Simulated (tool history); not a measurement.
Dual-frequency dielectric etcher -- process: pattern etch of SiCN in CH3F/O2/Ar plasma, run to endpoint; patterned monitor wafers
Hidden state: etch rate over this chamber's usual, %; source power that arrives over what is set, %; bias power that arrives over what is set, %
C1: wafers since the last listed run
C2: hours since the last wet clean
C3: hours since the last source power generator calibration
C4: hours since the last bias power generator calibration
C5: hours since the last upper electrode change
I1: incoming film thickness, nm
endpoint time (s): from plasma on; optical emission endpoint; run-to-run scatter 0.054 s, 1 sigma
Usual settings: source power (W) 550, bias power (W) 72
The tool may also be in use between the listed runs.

Run 1, hour 0.0: usual settings; C1 0; C2 123.1; C3 1348.5; C4 4111.5; C5 3385.1; I1 7.29. Result: endpoint time (s) 15.6.
Run 2, hour 20.4: usual settings; C1 207; C2 143.5; C3 1368.9; C4 4131.9; C5 3405.5; I1 7.21. Result: endpoint time (s) 15.5.
Run 3, hour 55.2: usual settings but bias power (W) 80; C1 353; C2 178.3; C3 1403.7; C4 4166.7; C5 3440.3; I1 7.19. Result: endpoint time (s) 15.1.
Run 4, hour 90.9: usual settings but bias power (W) 80; C1 362; C2 214.0; C3 1439.4; C4 4202.4; C5 3476.0; I1 7.16. Result: endpoint time (s) 14.9.
Run 5, hour 122.4: usual settings; C1 319; C2 245.5; C3 1470.9; C4 4233.9; C5 3507.5; I1 7.24. Result: endpoint time (s) 15.6.
Run 6, hour 154.3: usual settings; C1 323; C2 277.4; C3 1502.8; C4 4265.8; C5 3539.4; I1 7.21. Result: endpoint time (s) 15.7.
Run 7, hour 171.4: usual settings; C1 173; C2 294.5; C3 1519.9; C4 4282.9; C5 3556.5; I1 7.24. Result: endpoint time (s) 15.7.
Run 8, hour 206.3: usual settings; C1 354; C2 329.4; C3 1554.8; C4 4317.8; C5 3591.4; I1 7.14. Result: endpoint time (s) 15.5.
Run 9, hour 231.7: usual settings; C1 257; C2 354.8; C3 1580.2; C4 4343.2; C5 3616.8; I1 7.24. Result: endpoint time (s) 15.8.
Run 10, hour 244.4: usual settings; C1 128; C2 367.5; C3 1592.9; C4 4355.9; C5 3629.5; I1 7.11. Result: endpoint time (s) 15.5.
Run 11, hour 271.9: usual settings; C1 279; C2 395.0; C3 1620.4; C4 4383.4; C5 3657.0; I1 7.27. Result: endpoint time (s) 15.9.
Run 12, hour 294.6: usual settings; C1 230; C2 417.7; C3 1643.1; C4 4406.1; C5 3679.7; I1 7.28. Result: endpoint time (s) 15.9.
Run 13, hour 317.5: usual settings; C1 232; C2 440.6; C3 1666.0; C4 4429.0; C5 3702.6; I1 7.20. Result: endpoint time (s) 15.7.
Run 14, hour 351.3: usual settings but source power (W) 510; C1 343; C2 474.4; C3 1699.8; C4 4462.8; C5 3736.4; I1 7.14. Result: endpoint time (s) 15.9.
Run 15, hour 376.7: usual settings but source power (W) 510; C1 257; C2 499.8; C3 1725.2; C4 4488.2; C5 3761.8; I1 7.22. Result: endpoint time (s) 16.1.
Run 16, hour 410.4: usual settings but source power (W) 510; C1 342; C2 533.5; C3 1758.9; C4 4521.9; C5 3795.5; I1 7.26. Result: endpoint time (s) 16.3.
Run 17, hour 441.7: usual settings; C1 317; C2 564.8; C3 1790.2; C4 4553.2; C5 3826.8; I1 7.21. Result: endpoint time (s) 15.8.
Run 18, hour 464.6: usual settings but bias power (W) 80; C1 232; C2 587.7; C3 1813.1; C4 4576.1; C5 3849.7; I1 7.13. Result: endpoint time (s) 15.3.
Run 19, hour 498.2: usual settings; C1 341; C2 621.3; C3 1846.7; C4 4609.7; C5 3883.3; I1 7.18. Result: endpoint time (s) 15.9.
Run 20, hour 521.0: usual settings but source power (W) 470; C1 231; C2 644.1; C3 1869.5; C4 4632.5; C5 3906.1; I1 7.16. Result: endpoint time (s) 16.5.
At hour 555.2: wet clean of the chamber.
At hour 577.3: upper electrode replaced, of another model than before.
Run 21, hour 577.8: usual settings but source power (W) 650, bias power (W) 81; C1 108; C2 22.6; C3 1926.3; C4 4689.3; C5 0.5; I1 7.21. Result: endpoint time (s) 14.6.
Run 22, hour 578.1: usual settings but source power (W) 650, bias power (W) 88; C1 3; C2 22.9; C3 1926.6; C4 4689.6; C5 0.8; I1 7.21. Result: endpoint time (s) 14.3.
At hour 588.1: bias power generator calibrated.
Run 23, hour 605.7: usual settings but source power (W) 590, bias power (W) 83; C1 239; C2 50.5; C3 1954.2; C4 17.6; C5 28.4; I1 7.18. Result: endpoint time (s) 14.7.
Run 24, hour 619.2: usual settings but source power (W) 610, bias power (W) 63; C1 137; C2 64.0; C3 1967.7; C4 31.1; C5 41.9; I1 7.15. Result: endpoint time (s) 15.3.
At hour 635.8: source power generator calibrated.
Run 25, hour 652.3: usual settings but source power (W) 460, bias power (W) 57; C1 295; C2 97.1; C3 16.5; C4 64.2; C5 75.0; I1 7.18. Result: endpoint time (s) 16.5.
Run 26, hour 687.3: usual settings but source power (W) 620, bias power (W) 90; C1 355; C2 132.1; C3 51.5; C4 99.2; C5 110.0; I1 7.24. Result: endpoint time (s) 14.4.
Run 27, hour 719.0: usual settings but bias power (W) 63; C1 321; C2 163.8; C3 83.2; C4 130.9; C5 141.7; I1 7.18. Result: endpoint time (s) 15.8.
Run 28, hour 734.3: usual settings but bias power (W) 89; C1 155; C2 179.1; C3 98.5; C4 146.2; C5 157.0; I1 7.22. Result: endpoint time (s) 14.8.
Run 29, hour 766.3: usual settings but source power (W) 490, bias power (W) 77; C1 324; C2 211.1; C3 130.5; C4 178.2; C5 189.0; I1 7.24. Result: endpoint time (s) 15.5.
Run 30, hour 785.6: usual settings but source power (W) 610, bias power (W) 59; C1 195; C2 230.4; C3 149.8; C4 197.5; C5 208.3; I1 7.16. Result: endpoint time (s) 15.8.
Run 31, hour 812.2: usual settings but source power (W) 500, bias power (W) 65; C1 270; C2 257.0; C3 176.4; C4 224.1; C5 234.9; I1 7.23. Result: endpoint time (s) 16.1.
Run 32, hour 838.4: usual settings but source power (W) 600, bias power (W) 59; C1 266; C2 283.2; C3 202.6; C4 250.3; C5 261.1; I1 7.19. Result: endpoint time (s) 15.9.
Run 33, hour 852.6: usual settings but source power (W) 440, bias power (W) 63; C1 144; C2 297.4; C3 216.8; C4 264.5; C5 275.3; I1 7.17. Result: endpoint time (s) 16.4.
Run 34, hour 877.4: usual settings but source power (W) 690, bias power (W) 89; C1 251; C2 322.2; C3 241.6; C4 289.3; C5 300.1; I1 7.25. Result: endpoint time (s) 14.4.

For each run, what was the tool's unlogged condition?
source power that arrives over what is set, %: 0, the same for each run
bias power that arrives over what is set, %: 0, the same for each run
H1: etch rate over this chamber's usual, %
run      H1
  1   -1.15
  2   -1.28
  3   -1.49
  4   -1.72
  5   -1.91
  6   -2.11
  7   -2.22
  8   -2.44
  9   -2.59
 10   -2.67
 11   -2.85
 12   -2.99
 13   -3.13
 14   -3.34
 15    -3.5
 16   -3.71
 17    -3.9
 18   -4.05
 19   -4.26
 20    -4.4
 21  -0.346
 22  -0.348
 23   -0.52
 24  -0.604
 25  -0.811
 26   -1.03
 27   -1.23
 28   -1.32
 29   -1.52
 30   -1.64
 31   -1.81
 32   -1.97
 33   -2.06
 34   -2.21

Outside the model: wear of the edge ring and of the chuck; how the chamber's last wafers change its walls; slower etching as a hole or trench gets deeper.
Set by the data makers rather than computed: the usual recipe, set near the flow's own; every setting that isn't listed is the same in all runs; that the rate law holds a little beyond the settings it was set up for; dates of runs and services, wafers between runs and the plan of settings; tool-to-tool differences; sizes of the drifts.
